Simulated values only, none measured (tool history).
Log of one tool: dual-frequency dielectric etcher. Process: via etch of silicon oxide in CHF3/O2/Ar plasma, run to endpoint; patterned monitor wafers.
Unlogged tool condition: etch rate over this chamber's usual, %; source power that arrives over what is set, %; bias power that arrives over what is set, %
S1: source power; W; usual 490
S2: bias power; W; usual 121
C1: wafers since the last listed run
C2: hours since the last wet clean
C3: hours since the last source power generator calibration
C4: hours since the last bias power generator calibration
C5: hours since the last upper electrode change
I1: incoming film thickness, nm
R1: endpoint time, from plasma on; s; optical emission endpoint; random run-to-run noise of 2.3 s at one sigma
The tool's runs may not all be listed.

run,hour,S1,S2,C1,C2,C3,C4,C5,I1,R1
1,0.0,490,121,0,138.9,1833.1,2949.3,3065.9,407.5,265.1
2,56.8,490,121,246,195.7,1889.9,3006.1,3122.7,397.3,262.4
3,129.6,490,128,315,268.5,1962.7,3078.9,3195.5,397.4,260.9
# hour 332.9: wet clean of the chamber
4,343.0,490,128,821,10.1,2176.1,3292.3,3408.9,394.0,258.3
5,400.2,490,121,248,67.3,2233.3,3349.5,3466.1,395.7,260.4
6,499.4,490,135,430,166.5,2332.5,3448.7,3565.3,395.6,258.7
7,590.4,490,135,394,257.5,2423.5,3539.7,3656.3,397.5,255.7
8,653.7,490,135,274,320.8,2486.8,3603.0,3719.6,397.8,253.8
9,690.3,490,121,158,357.4,2523.4,3639.6,3756.2,397.4,263.7
10,740.1,490,121,216,407.2,2573.2,3689.4,3806.0,395.7,263.1
# hour 750.7: bias power generator calibrated
11,779.6,430,146,154,446.7,2612.7,28.9,3845.5,398.2,257.9
# hour 840.2: wet clean of the chamber
12,894.6,490,121,394,54.4,2727.7,143.9,3960.5,393.9,262.4
13,931.1,490,98,158,90.9,2764.2,180.4,3997.0,400.1,282.6
# hour 1033.0: upper electrode replaced
14,1033.5,430,145,340,193.3,2866.6,282.8,0.5,396.5,252.1
15,1119.3,490,95,372,279.1,2952.4,368.6,86.3,394.8,282.2
# hour 1186.0: source power generator calibrated
# hour 1319.9: wet clean of the chamber
16,1380.4,490,135,1011,60.5,194.4,629.7,347.4,395.7,256.3
17,1438.1,610,121,250,118.2,252.1,687.4,405.1,394.0,247.1
18,1484.3,570,130,200,164.4,298.3,733.6,451.3,394.9,248.1
19,1534.2,440,105,216,214.3,348.2,783.5,501.2,393.0,273.6
20,1590.5,560,101,244,270.6,404.5,839.8,557.5,391.6,265.5

What if the next run were any one of these 3? Each begins from the tool's condition after run 20:
A,1591.0,490,121,2,271.1,405.0,840.3,558.0,399.1,?
B,1591.0,460,121,2,271.1,405.0,840.3,558.0,399.1,?
C,1591.0,460,138,2,271.1,405.0,840.3,558.0,399.1,?

run,R1
A,268.0
B,271.8
C,261.3
Stripped of hidden state, with their random variation kept, the same runs would have yielded:
run,R1
A,268.0
B,271.8
C,261.3

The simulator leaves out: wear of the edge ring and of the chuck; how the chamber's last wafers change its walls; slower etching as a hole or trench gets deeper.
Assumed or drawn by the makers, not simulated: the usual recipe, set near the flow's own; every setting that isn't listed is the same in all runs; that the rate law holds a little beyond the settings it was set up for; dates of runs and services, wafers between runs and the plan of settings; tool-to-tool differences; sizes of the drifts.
